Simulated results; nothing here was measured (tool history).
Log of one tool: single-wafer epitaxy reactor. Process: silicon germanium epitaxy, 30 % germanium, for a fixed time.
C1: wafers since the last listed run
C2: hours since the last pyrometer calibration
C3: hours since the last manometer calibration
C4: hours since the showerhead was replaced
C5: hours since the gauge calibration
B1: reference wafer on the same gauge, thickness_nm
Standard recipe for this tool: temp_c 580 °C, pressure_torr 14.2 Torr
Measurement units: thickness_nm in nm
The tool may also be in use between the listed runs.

run 1 hour=0 | temp_c=580 pressure_torr=14.2 | C1=0 C2=817.9 C3=2362.1 C4=5608 C5=733.9 | B1=43.775 | thickness_nm=38.305
run 2 hour=50.1 | temp_c=580 pressure_torr=14.2 | C1=804 C2=868 C3=2412.2 C4=5658.1 C5=784 | B1=43.719 | thickness_nm=37.849
run 3 hour=112.5 | temp_c=580 pressure_torr=14.2 | C1=1001 C2=930.4 C3=2474.6 C4=5720.5 C5=846.4 | B1=43.817 | thickness_nm=38.117
run 4 hour=154.1 | temp_c=580 pressure_torr=14.2 | C1=667 C2=972 C3=2516.2 C4=5762.1 C5=888 | B1=43.803 | thickness_nm=38.364
run 5 hour=191 | temp_c=574 pressure_torr=14.2 | C1=592 C2=1008.9 C3=2553.1 C4=5799 C5=924.9 | B1=43.787 | thickness_nm=34.476
run 6 hour=227.8 | temp_c=576 pressure_torr=14.2 | C1=590 C2=1045.7 C3=2589.9 C4=5835.8 C5=961.7 | B1=43.713 | thickness_nm=35.88
run 7 hour=288.2 | temp_c=576 pressure_torr=14.2 | C1=969 C2=1106.1 C3=2650.3 C4=5896.2 C5=1022.1 | B1=43.831 | thickness_nm=35.594
run 8 hour=347.9 | temp_c=576 pressure_torr=14.2 | C1=958 C2=1165.8 C3=2710 C4=5955.9 C5=1081.8 | B1=43.727 | thickness_nm=35.739
-- hour=423.9 gauge calibrated
-- hour=444.2 showerhead replaced
-- hour=458.9 capacitance manometer re-zeroed and calibrated
run 9 hour=544.6 | temp_c=580 pressure_torr=14.2 | C1=2900 C2=1362.5 C3=85.7 C4=100.4 C5=120.7 | B1=43.752 | thickness_nm=37.312
run 10 hour=575.8 | temp_c=580 pressure_torr=14.2 | C1=500 C2=1393.7 C3=116.9 C4=131.6 C5=151.9 | B1=43.748 | thickness_nm=36.943
run 11 hour=620.3 | temp_c=571 pressure_torr=12.6 | C1=714 C2=1438.2 C3=161.4 C4=176.1 C5=196.4 | B1=43.808 | thickness_nm=29.879
-- hour=651.2 pyrometer calibrated
run 12 hour=667.1 | temp_c=588 pressure_torr=17 | C1=622 C2=15.9 C3=208.2 C4=222.9 C5=243.2 | B1=43.844 | thickness_nm=46.66
run 13 hour=707.8 | temp_c=591 pressure_torr=15.7 | C1=653 C2=56.6 C3=248.9 C4=263.6 C5=283.9 | B1=43.848 | thickness_nm=47.185
run 14 hour=742.2 | temp_c=580 pressure_torr=12.6 | C1=552 C2=91 C3=283.3 C4=298 C5=318.3 | B1=43.925 | thickness_nm=35.049
run 15 hour=866.9 | temp_c=580 pressure_torr=14.2 | C1=2001 C2=215.7 C3=408 C4=422.7 C5=443 | B1=43.763 | thickness_nm=37.686
run 16 hour=891.1 | temp_c=576 pressure_torr=12.5 | C1=388 C2=239.9 C3=432.2 C4=446.9 C5=467.2 | B1=43.833 | thickness_nm=32.789
run 17 hour=957.7 | temp_c=586 pressure_torr=16.9 | C1=1069 C2=306.5 C3=498.8 C4=513.5 C5=533.8 | B1=43.81 | thickness_nm=45.8
run 18 hour=982.7 | temp_c=589 pressure_torr=15.1 | C1=401 C2=331.5 C3=523.8 C4=538.5 C5=558.8 | B1=43.686 | thickness_nm=44.894
run 19 hour=1037.7 | temp_c=580 pressure_torr=14.2 | C1=882 C2=386.5 C3=578.8 C4=593.5 C5=613.8 | B1=43.799 | thickness_nm=37.401
run 20 hour=1077.2 | temp_c=570 pressure_torr=10.8 | C1=634 C2=426 C3=618.3 C4=633 C5=653.3 | B1=43.793 | thickness_nm=27.254

Consider 4 possible next runs. They are alternatives, not a sequence: every one starts from the tool as it was left by run 20. What does each give?
run A hour=1077.6 | temp_c=580 pressure_torr=14.2 | C1=6 C2=426.4 C3=618.7 C4=633.4 C5=653.7 | B1=? | thickness_nm=?
run B hour=1077.6 | temp_c=580 pressure_torr=13.3 | C1=6 C2=426.4 C3=618.7 C4=633.4 C5=653.7 | B1=? | thickness_nm=?
run C hour=1077.6 | temp_c=572 pressure_torr=11.6 | C1=6 C2=426.4 C3=618.7 C4=633.4 C5=653.7 | B1=? | thickness_nm=?
run D hour=1077.6 | temp_c=588 pressure_torr=16.6 | C1=6 C2=426.4 C3=618.7 C4=633.4 C5=653.7 | B1=? | thickness_nm=?

run=A B1=43.767 thickness_nm=37.467
run=B B1=43.767 thickness_nm=36.195
run=C B1=43.767 thickness_nm=29.324
run=D B1=43.767 thickness_nm=46.377
With no hidden state in the tool, these same runs would have given:
run=A thickness_nm=36.464
run=B thickness_nm=35.226
run=C thickness_nm=28.539
run=D thickness_nm=45.134
